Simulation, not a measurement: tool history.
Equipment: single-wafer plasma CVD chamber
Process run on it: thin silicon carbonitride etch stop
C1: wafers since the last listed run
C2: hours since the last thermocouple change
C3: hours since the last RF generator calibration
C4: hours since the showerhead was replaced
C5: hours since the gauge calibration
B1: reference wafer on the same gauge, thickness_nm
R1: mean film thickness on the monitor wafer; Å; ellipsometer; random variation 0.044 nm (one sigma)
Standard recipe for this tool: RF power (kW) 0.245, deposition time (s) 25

run 1 hour=0 | RF_power_(kW)=0.245 deposition_time_(s)=25 | C1=0 C2=1761.2 C3=866.6 C4=2211.3 C5=3188.2 | B1=16.506 | R1=137.51
run 2 hour=46 | RF_power_(kW)=0.245 deposition_time_(s)=25 | C1=900 C2=1807.2 C3=912.6 C4=2257.3 C5=3234.2 | B1=16.508 | R1=136.94
run 3 hour=142.6 | RF_power_(kW)=0.245 deposition_time_(s)=26.1 | C1=1890 C2=1903.8 C3=1009.2 C4=2353.9 C5=3330.8 | B1=16.515 | R1=143.4
run 4 hour=225.7 | RF_power_(kW)=0.245 deposition_time_(s)=26.1 | C1=1626 C2=1986.9 C3=1092.3 C4=2437 C5=3413.9 | B1=16.49 | R1=142.48
run 5 hour=271.1 | RF_power_(kW)=0.245 deposition_time_(s)=26.1 | C1=888 C2=2032.3 C3=1137.7 C4=2482.4 C5=3459.3 | B1=16.495 | R1=143.02
run 6 hour=358.5 | RF_power_(kW)=0.245 deposition_time_(s)=25 | C1=1710 C2=2119.7 C3=1225.1 C4=2569.8 C5=3546.7 | B1=16.497 | R1=136.78
run 7 hour=417.9 | RF_power_(kW)=0.245 deposition_time_(s)=25 | C1=1162 C2=2179.1 C3=1284.5 C4=2629.2 C5=3606.1 | B1=16.505 | R1=136.73
run 8 hour=478.8 | RF_power_(kW)=0.245 deposition_time_(s)=25 | C1=1192 C2=2240 C3=1345.4 C4=2690.1 C5=3667 | B1=16.506 | R1=135.24
run 9 hour=520.8 | RF_power_(kW)=0.26 deposition_time_(s)=25 | C1=822 C2=2282 C3=1387.4 C4=2732.1 C5=3709 | B1=16.505 | R1=139.58
run 10 hour=597.2 | RF_power_(kW)=0.26 deposition_time_(s)=25 | C1=1495 C2=2358.4 C3=1463.8 C4=2808.5 C5=3785.4 | B1=16.503 | R1=140.78
run 11 hour=673.7 | RF_power_(kW)=0.245 deposition_time_(s)=25 | C1=1497 C2=2434.9 C3=1540.3 C4=2885 C5=3861.9 | B1=16.497 | R1=135.4
run 12 hour=714.5 | RF_power_(kW)=0.245 deposition_time_(s)=25 | C1=798 C2=2475.7 C3=1581.1 C4=2925.8 C5=3902.7 | B1=16.491 | R1=135.71
run 13 hour=751.8 | RF_power_(kW)=0.245 deposition_time_(s)=25 | C1=730 C2=2513 C3=1618.4 C4=2963.1 C5=3940 | B1=16.477 | R1=135.61
run 14 hour=830.1 | RF_power_(kW)=0.29 deposition_time_(s)=25 | C1=1532 C2=2591.3 C3=1696.7 C4=3041.4 C5=4018.3 | B1=16.501 | R1=147.23
-- hour=836.9 gauge calibrated
run 15 hour=899.7 | RF_power_(kW)=0.245 deposition_time_(s)=25 | C1=1362 C2=2660.9 C3=1766.3 C4=3111 C5=62.8 | B1=16.503 | R1=135.95
-- hour=916.1 RF generator calibrated
run 16 hour=982.2 | RF_power_(kW)=0.245 deposition_time_(s)=26.1 | C1=1458 C2=2743.4 C3=66.1 C4=3193.5 C5=145.3 | B1=16.499 | R1=145.18
run 17 hour=1042.5 | RF_power_(kW)=0.26 deposition_time_(s)=27.2 | C1=1180 C2=2803.7 C3=126.4 C4=3253.8 C5=205.6 | B1=16.502 | R1=154.56
-- hour=1252.6 thermocouple changed; heater temperature recalibrated
run 18 hour=1291.5 | RF_power_(kW)=0.245 deposition_time_(s)=27.3 | C1=4717 C2=38.9 C3=375.4 C4=3502.8 C5=454.6 | B1=16.496 | R1=150.86
run 19 hour=1368.6 | RF_power_(kW)=0.2 deposition_time_(s)=26.8 | C1=1509 C2=116 C3=452.5 C4=3579.9 C5=531.7 | B1=16.513 | R1=132.75
run 20 hour=1461.8 | RF_power_(kW)=0.245 deposition_time_(s)=28.3 | C1=1824 C2=209.2 C3=545.7 C4=3673.1 C5=624.9 | B1=16.492 | R1=156.06
run 21 hour=1529.8 | RF_power_(kW)=0.245 deposition_time_(s)=25 | C1=1331 C2=277.2 C3=613.7 C4=3741.1 C5=692.9 | B1=16.495 | R1=137.52
run 22 hour=1592.6 | RF_power_(kW)=0.245 deposition_time_(s)=29.9 | C1=1229 C2=340 C3=676.5 C4=3803.9 C5=755.7 | B1=16.514 | R1=163.77
run 23 hour=1662.6 | RF_power_(kW)=0.245 deposition_time_(s)=27.1 | C1=1370 C2=410 C3=746.5 C4=3873.9 C5=825.7 | B1=16.496 | R1=148.73
-- hour=1680.3 showerhead replaced
run 24 hour=1759.9 | RF_power_(kW)=0.22 deposition_time_(s)=26.7 | C1=1747 C2=507.3 C3=843.8 C4=79.6 C5=923 | B1=16.508 | R1=138.07
run 25 hour=1855.8 | RF_power_(kW)=0.2 deposition_time_(s)=29.3 | C1=1877 C2=603.2 C3=939.7 C4=175.5 C5=1018.9 | B1=16.505 | R1=143.95
run 26 hour=1950.1 | RF_power_(kW)=0.22 deposition_time_(s)=26.5 | C1=1845 C2=697.5 C3=1034 C4=269.8 C5=1113.2 | B1=16.508 | R1=137.37
run 27 hour=1988 | RF_power_(kW)=0.245 deposition_time_(s)=29.4 | C1=741 C2=735.4 C3=1071.9 C4=307.7 C5=1151.1 | B1=16.494 | R1=160.19
run 28 hour=2042.6 | RF_power_(kW)=0.265 deposition_time_(s)=29.7 | C1=1068 C2=790 C3=1126.5 C4=362.3 C5=1205.7 | B1=16.501 | R1=167.98
run 29 hour=2084.9 | RF_power_(kW)=0.275 deposition_time_(s)=22.5 | C1=827 C2=832.3 C3=1168.8 C4=404.6 C5=1248 | B1=16.485 | R1=129.42
run 30 hour=2177.5 | RF_power_(kW)=0.225 deposition_time_(s)=26.7 | C1=1812 C2=924.9 C3=1261.4 C4=497.2 C5=1340.6 | B1=16.506 | R1=139.72
run 31 hour=2252.4 | RF_power_(kW)=0.265 deposition_time_(s)=29.7 | C1=1466 C2=999.8 C3=1336.3 C4=572.1 C5=1415.5 | B1=16.5 | R1=168.11
run 32 hour=2339.1 | RF_power_(kW)=0.215 deposition_time_(s)=28.6 | C1=1697 C2=1086.5 C3=1423 C4=658.8 C5=1502.2 | B1=16.495 | R1=145.66
run 33 hour=2417.5 | RF_power_(kW)=0.245 deposition_time_(s)=25 | C1=1534 C2=1164.9 C3=1501.4 C4=737.2 C5=1580.6 | B1=16.503 | R1=136.24
-- hour=2455.4 RF generator calibrated
run 34 hour=2502.9 | RF_power_(kW)=0.205 deposition_time_(s)=29.5 | C1=1515 C2=1250.3 C3=47.5 C4=822.6 C5=1666 | B1=16.494 | R1=149.62

Forecast each of these 5 alternatives for the next run:
run A hour=2503.3 | RF_power_(kW)=0.275 deposition_time_(s)=25 | C1=7 C2=1250.7 C3=47.9 C4=823 C5=1666.4 | B1=? | R1=?
run B hour=2503.3 | RF_power_(kW)=0.195 deposition_time_(s)=26.4 | C1=7 C2=1250.7 C3=47.9 C4=823 C5=1666.4 | B1=? | R1=?
run C hour=2503.3 | RF_power_(kW)=0.2 deposition_time_(s)=23.7 | C1=7 C2=1250.7 C3=47.9 C4=823 C5=1666.4 | B1=? | R1=?
run D hour=2503.3 | RF_power_(kW)=0.245 deposition_time_(s)=26.5 | C1=7 C2=1250.7 C3=47.9 C4=823 C5=1666.4 | B1=? | R1=?
run E hour=2503.3 | RF_power_(kW)=0.215 deposition_time_(s)=21.4 | C1=7 C2=1250.7 C3=47.9 C4=823 C5=1666.4 | B1=? | R1=?

run=A B1=16.506 R1=145.92
run=B B1=16.506 R1=129.15
run=C B1=16.506 R1=117.65
run=D B1=16.506 R1=146.43
run=E B1=16.506 R1=110.59
Had the tool no hidden state, the same runs would have come out as:
run=A R1=146.49
run=B R1=129.65
run=C R1=118.11
run=D R1=147.01
run=E R1=111.02
